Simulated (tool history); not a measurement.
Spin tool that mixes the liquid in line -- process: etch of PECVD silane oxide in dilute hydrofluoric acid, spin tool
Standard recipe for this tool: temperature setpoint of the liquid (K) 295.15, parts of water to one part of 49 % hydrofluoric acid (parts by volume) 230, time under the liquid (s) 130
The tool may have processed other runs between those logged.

run	day	temperature setpoint of the liquid (K)	parts of water to one part of 49 % hydrofluoric acid (parts by volume)	time under the liquid (s)	wafers since the last listed run	hours since the thermometer was replaced	hours since the hydrofluoric acid flow meter was replaced	hours since the gauge calibration	read-back film thickness of the PECVD silane oxide reference wafer, read on the same gauge (nm)	thickness taken off the PECVD silane oxide on a monitor wafer (nm)
1	0.000	295.15	280	130	0	1340.9	1238.8	48.8	150.00	6.67
2	0.283	295.15	280	130	56	1347.7	1245.6	55.6	149.97	6.68
3	0.579	295.15	280	130	58	1354.8	1252.7	62.7	149.97	6.65
4	1.112	295.15	230	130	105	1367.6	1265.5	75.5	149.99	8.57
5	1.467	295.15	230	130	70	1376.1	1274.0	84.0	149.98	8.55
6	1.767	295.15	165	130	59	1383.3	1281.2	91.2	149.98	12.93
7	2.175	295.15	165	130	81	1393.1	1291.0	101.0	150.01	12.83
8	4.021	299.65	280	130	366	1437.4	1335.3	145.3	149.99	7.71
# day 4.075: thermometer replaced
9	4.625	295.15	230	210	111	13.2	1349.8	159.8	150.02	12.63
# day 4.696: hydrofluoric acid flow meter replaced
# day 4.875: gauge calibrated
10	4.958	300.15	230	190	57	21.2	6.3	2.0	150.02	15.41
11	5.408	293.15	325	65	89	32.0	17.1	12.8	150.02	2.63
12	6.092	300.15	130	130	135	48.4	33.5	29.2	150.00	20.94
13	6.354	295.15	230	130	52	54.7	39.8	35.5	149.99	8.78

Run 14 is up next; what results do you expect?
14	6.925	295.15	150	130	113	68.4	53.5	49.2	?	?

read-back film thickness of the PECVD silane oxide reference wafer, read on the same gauge (nm): 150.00
thickness taken off the PECVD silane oxide on a monitor wafer (nm): 14.62
With no hidden state in the tool, this same run would have given thickness taken off the PECVD silane oxide on a monitor wafer (nm) 15.00.

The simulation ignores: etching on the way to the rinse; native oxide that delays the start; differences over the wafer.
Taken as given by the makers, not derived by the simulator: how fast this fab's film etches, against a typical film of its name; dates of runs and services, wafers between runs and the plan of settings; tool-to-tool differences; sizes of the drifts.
